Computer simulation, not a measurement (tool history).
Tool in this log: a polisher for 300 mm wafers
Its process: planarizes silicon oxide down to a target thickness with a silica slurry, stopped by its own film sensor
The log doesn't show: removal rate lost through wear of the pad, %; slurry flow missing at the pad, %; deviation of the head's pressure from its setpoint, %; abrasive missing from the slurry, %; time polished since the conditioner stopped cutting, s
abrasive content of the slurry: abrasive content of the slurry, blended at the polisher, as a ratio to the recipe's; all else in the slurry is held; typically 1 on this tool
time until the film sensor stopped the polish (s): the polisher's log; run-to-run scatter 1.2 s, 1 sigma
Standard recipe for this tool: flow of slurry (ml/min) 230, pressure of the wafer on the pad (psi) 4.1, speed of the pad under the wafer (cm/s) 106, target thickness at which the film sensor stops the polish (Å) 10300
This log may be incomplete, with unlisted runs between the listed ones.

| run | hour | flow of slurry (ml/min) | pressure of the wafer on the pad (psi) | speed of the pad under the wafer (cm/s) | abrasive content of the slurry | target thickness at which the film sensor stops the polish (Å) | wafers since the last listed run | wafers polished on this pad | hours since the slurry nozzle was cleaned | hours since the head pressure was calibrated | hours since the slurry blender was calibrated | hours since the conditioning disc was replaced | incoming thickness of the incoming film, nm | time until the film sensor stopped the polish (s) |
|---|---|---|---|---|---|---|---|---|---|---|---|---|---|---|
| 1 | 0 | 230 | 4.1 | 106 | 1 | 10300 | 0 | 1187 | 403.6 | 1234.1 | 6.2 | 313 | 1231.5 | 63.4 |
| 2 | 8.3 | 230 | 4.1 | 106 | 1 | 10300 | 72 | 1260 | 411.9 | 1242.4 | 14.5 | 321.3 | 1226.4 | 61.7 |
| 3 | 24.4 | 230 | 4.1 | 106 | 1 | 10300 | 141 | 1401 | 428 | 1258.5 | 30.6 | 337.4 | 1209.7 | 54.6 |
| 4 | 33.3 | 230 | 4.1 | 106 | 1 | 10300 | 77 | 1479 | 436.9 | 1267.4 | 39.5 | 346.3 | 1252.6 | 71.3 |
|  | 46.4 | worn pad replaced by a new one |
|  | 48 | head pressure recalibrated |
| 5 | 48.5 | 230 | 4.1 | 106 | 1 | 10300 | 84 | 4 | 452.1 | 0.5 | 54.7 | 361.5 | 1232.4 | 61.7 |
| 6 | 58.7 | 230 | 4.1 | 106 | 1 | 10300 | 89 | 94 | 462.3 | 10.7 | 64.9 | 371.7 | 1234.6 | 64.6 |
| 7 | 69.7 | 230 | 4.8 | 106 | 1 | 10300 | 96 | 190 | 473.3 | 21.7 | 75.9 | 382.7 | 1239.3 | 61.3 |
| 8 | 81.9 | 230 | 4.8 | 106 | 1 | 10300 | 106 | 297 | 485.5 | 33.9 | 88.1 | 394.9 | 1237.9 | 60.1 |
| 9 | 91.2 | 230 | 4.8 | 106 | 1 | 10300 | 81 | 378 | 494.8 | 43.2 | 97.4 | 404.2 | 1217 | 54.5 |
| 10 | 108.5 | 230 | 4.1 | 106 | 1 | 10300 | 151 | 530 | 512.1 | 60.5 | 114.7 | 421.5 | 1232.2 | 63.6 |
| 11 | 115.4 | 280 | 2.8 | 106 | 1 | 9710 | 60 | 590 | 519 | 67.4 | 121.6 | 428.4 | 1223.2 | 93.1 |
|  | 117.2 | slurry nozzle cleaned |
| 12 | 121.8 | 230 | 4.8 | 106 | 1 | 10300 | 47 | 638 | 4.6 | 73.8 | 128 | 434.8 | 1247.4 | 62.5 |
| 13 | 127.9 | 230 | 4.1 | 106 | 1 | 10300 | 53 | 691 | 10.7 | 79.9 | 134.1 | 440.9 | 1218.8 | 61.2 |
| 14 | 136.9 | 305 | 4.1 | 106 | 1 | 10300 | 78 | 770 | 19.7 | 88.9 | 143.1 | 449.9 | 1210.9 | 55.5 |
| 15 | 143.3 | 275 | 4.1 | 106 | 1 | 10970 | 56 | 826 | 26.1 | 95.3 | 149.5 | 456.3 | 1230.1 | 41.9 |
| 16 | 178.1 | 230 | 5.4 | 106 | 1 | 10300 | 304 | 1131 | 60.9 | 130.1 | 184.3 | 491.1 | 1221.4 | 50.6 |
|  | 191.7 | conditioning disc replaced and pad reconditioned |
| 17 | 195.6 | 290 | 4.1 | 90 | 1 | 10300 | 135 | 1267 | 78.4 | 147.6 | 201.8 | 3.9 | 1230.5 | 70.8 |
| 18 | 210.4 | 230 | 4.1 | 78 | 1 | 10300 | 129 | 1397 | 93.2 | 162.4 | 216.6 | 18.7 | 1234.4 | 79.9 |
|  | 216.9 | worn pad replaced by a new one |
| 19 | 217.9 | 230 | 4.1 | 106 | 1 | 10300 | 30 | 9 | 100.7 | 169.9 | 224.1 | 26.2 | 1243.6 | 67.2 |
| 20 | 233 | 230 | 4.1 | 106 | 1.15 | 10300 | 132 | 141 | 115.8 | 185 | 239.2 | 41.3 | 1237.1 | 59.2 |
|  | 237.4 | slurry blender recalibrated |
| 21 | 246.6 | 210 | 4.1 | 92 | 1.25 | 10650 | 101 | 242 | 129.4 | 198.6 | 9.2 | 54.9 | 1240.3 | 53.9 |
| 22 | 264.1 | 260 | 4.1 | 106 | 1 | 10300 | 153 | 396 | 146.9 | 216.1 | 26.7 | 72.4 | 1235.6 | 62.4 |
| 23 | 277.9 | 285 | 4.1 | 106 | 1 | 10300 | 120 | 517 | 160.7 | 229.9 | 40.5 | 86.2 | 1220.5 | 60.4 |
| 24 | 294.6 | 230 | 4.5 | 82 | 1 | 10300 | 146 | 663 | 177.4 | 246.6 | 57.2 | 102.9 | 1248.3 | 80 |

What will run 25 give?
| 25 | 307.7 | 265 | 4.1 | 90 | 1 | 10300 | 114 | 778 | 190.5 | 259.7 | 70.3 | 116 | 1235.3 | ? |

For run 25 the tool returned time until the film sensor stopped the polish (s) 70.2.
With no hidden state in the tool, this same run would have given time until the film sensor stopped the polish (s) 70.2.
